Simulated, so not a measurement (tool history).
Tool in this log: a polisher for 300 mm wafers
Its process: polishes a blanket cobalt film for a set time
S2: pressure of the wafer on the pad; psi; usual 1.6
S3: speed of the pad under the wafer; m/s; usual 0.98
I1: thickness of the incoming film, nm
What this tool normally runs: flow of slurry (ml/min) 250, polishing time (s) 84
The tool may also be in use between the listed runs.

run 1 hour=0.0 | flow_of_slurry_(ml/min)=320 S2=1.6 S3=1.22 polishing_time_(s)=84 | I1=995.7 | film_removed_(angstrom)=4031
run 2 hour=47.8 | flow_of_slurry_(ml/min)=250 S2=1.6 S3=0.98 polishing_time_(s)=95 | I1=1003.8 | film_removed_(angstrom)=3786
-- hour=132.5 slurry nozzle cleaned
-- hour=152.9 head pressure recalibrated
run 3 hour=153.4 | flow_of_slurry_(ml/min)=250 S2=1.6 S3=0.98 polishing_time_(s)=95 | I1=995.6 | film_removed_(angstrom)=3816
run 4 hour=204.4 | flow_of_slurry_(ml/min)=250 S2=1.6 S3=0.98 polishing_time_(s)=84 | I1=989.1 | film_removed_(angstrom)=3348
run 5 hour=253.4 | flow_of_slurry_(ml/min)=200 S2=1.6 S3=0.98 polishing_time_(s)=84 | I1=970.0 | film_removed_(angstrom)=3238
-- hour=301.0 worn pad replaced by a new one
run 6 hour=348.2 | flow_of_slurry_(ml/min)=200 S2=1.6 S3=0.98 polishing_time_(s)=84 | I1=994.3 | film_removed_(angstrom)=3381
run 7 hour=386.8 | flow_of_slurry_(ml/min)=250 S2=1.6 S3=0.98 polishing_time_(s)=84 | I1=995.0 | film_removed_(angstrom)=3423
run 8 hour=574.0 | flow_of_slurry_(ml/min)=250 S2=1.6 S3=0.98 polishing_time_(s)=84 | I1=1001.8 | film_removed_(angstrom)=3357
run 9 hour=636.1 | flow_of_slurry_(ml/min)=250 S2=1.6 S3=0.98 polishing_time_(s)=84 | I1=978.5 | film_removed_(angstrom)=3381
-- hour=673.2 worn pad replaced by a new one
run 10 hour=674.8 | flow_of_slurry_(ml/min)=250 S2=1.6 S3=0.98 polishing_time_(s)=84 | I1=981.4 | film_removed_(angstrom)=3571
-- hour=709.3 slurry nozzle cleaned
run 11 hour=743.6 | flow_of_slurry_(ml/min)=250 S2=1.6 S3=0.98 polishing_time_(s)=84 | I1=997.6 | film_removed_(angstrom)=3462
run 12 hour=831.3 | flow_of_slurry_(ml/min)=250 S2=1.6 S3=0.98 polishing_time_(s)=84 | I1=990.7 | film_removed_(angstrom)=3406
run 13 hour=896.4 | flow_of_slurry_(ml/min)=180 S2=1.6 S3=0.98 polishing_time_(s)=78 | I1=987.1 | film_removed_(angstrom)=2982
run 14 hour=978.8 | flow_of_slurry_(ml/min)=160 S2=1.9 S3=0.72 polishing_time_(s)=105 | I1=999.7 | film_removed_(angstrom)=3861
run 15 hour=1030.4 | flow_of_slurry_(ml/min)=250 S2=1.9 S3=0.98 polishing_time_(s)=84 | I1=983.9 | film_removed_(angstrom)=3932
run 16 hour=1071.4 | flow_of_slurry_(ml/min)=200 S2=1.1 S3=0.98 polishing_time_(s)=84 | I1=1000.2 | film_removed_(angstrom)=2214
run 17 hour=1139.9 | flow_of_slurry_(ml/min)=250 S2=1.1 S3=0.98 polishing_time_(s)=84 | I1=970.3 | film_removed_(angstrom)=2259
-- hour=1144.4 worn pad replaced by a new one
run 18 hour=1235.8 | flow_of_slurry_(ml/min)=220 S2=1.6 S3=0.98 polishing_time_(s)=84 | I1=984.2 | film_removed_(angstrom)=3396
run 19 hour=1337.1 | flow_of_slurry_(ml/min)=250 S2=1.0 S3=1.26 polishing_time_(s)=84 | I1=987.5 | film_removed_(angstrom)=2466
-- hour=1357.7 slurry nozzle cleaned
-- hour=1453.5 head pressure recalibrated
-- hour=1561.8 worn pad replaced by a new one
run 20 hour=1640.7 | flow_of_slurry_(ml/min)=210 S2=1.4 S3=1.28 polishing_time_(s)=84 | I1=982.4 | film_removed_(angstrom)=3456
run 21 hour=1687.8 | flow_of_slurry_(ml/min)=275 S2=1.1 S3=0.80 polishing_time_(s)=65 | I1=990.2 | film_removed_(angstrom)=1636
run 22 hour=1733.2 | flow_of_slurry_(ml/min)=210 S2=1.4 S3=1.28 polishing_time_(s)=84 | I1=973.9 | film_removed_(angstrom)=3391
run 23 hour=1839.9 | flow_of_slurry_(ml/min)=175 S2=1.6 S3=0.84 polishing_time_(s)=84 | I1=1001.6 | film_removed_(angstrom)=2917
run 24 hour=1947.4 | flow_of_slurry_(ml/min)=250 S2=1.6 S3=0.98 polishing_time_(s)=84 | I1=984.4 | film_removed_(angstrom)=3371
run 25 hour=1991.2 | flow_of_slurry_(ml/min)=250 S2=1.1 S3=0.86 polishing_time_(s)=84 | I1=976.8 | film_removed_(angstrom)=2136
-- hour=2012.4 worn pad replaced by a new one
-- hour=2022.7 slurry nozzle cleaned
run 26 hour=2064.9 | flow_of_slurry_(ml/min)=250 S2=1.6 S3=0.84 polishing_time_(s)=84 | I1=978.1 | film_removed_(angstrom)=3170

Predict each of these 4 candidate next runs independently; none follows another, all start after run 26:
run A hour=2065.4 | flow_of_slurry_(ml/min)=250 S2=1.6 S3=0.98 polishing_time_(s)=113 | I1=1008.5 | film_removed_(angstrom)=?
run B hour=2065.4 | flow_of_slurry_(ml/min)=250 S2=1.6 S3=1.20 polishing_time_(s)=84 | I1=1008.5 | film_removed_(angstrom)=?
run C hour=2065.4 | flow_of_slurry_(ml/min)=305 S2=1.6 S3=1.12 polishing_time_(s)=84 | I1=1008.5 | film_removed_(angstrom)=?
run D hour=2065.4 | flow_of_slurry_(ml/min)=250 S2=1.6 S3=0.98 polishing_time_(s)=111 | I1=1008.5 | film_removed_(angstrom)=?

run=A film_removed_(angstrom)=4698
run=B film_removed_(angstrom)=3962
run=C film_removed_(angstrom)=3872
run=D film_removed_(angstrom)=4615
Had the tool no hidden state, the same runs would have come out as:
run=A film_removed_(angstrom)=4795
run=B film_removed_(angstrom)=4044
run=C film_removed_(angstrom)=3952
run=D film_removed_(angstrom)=4710
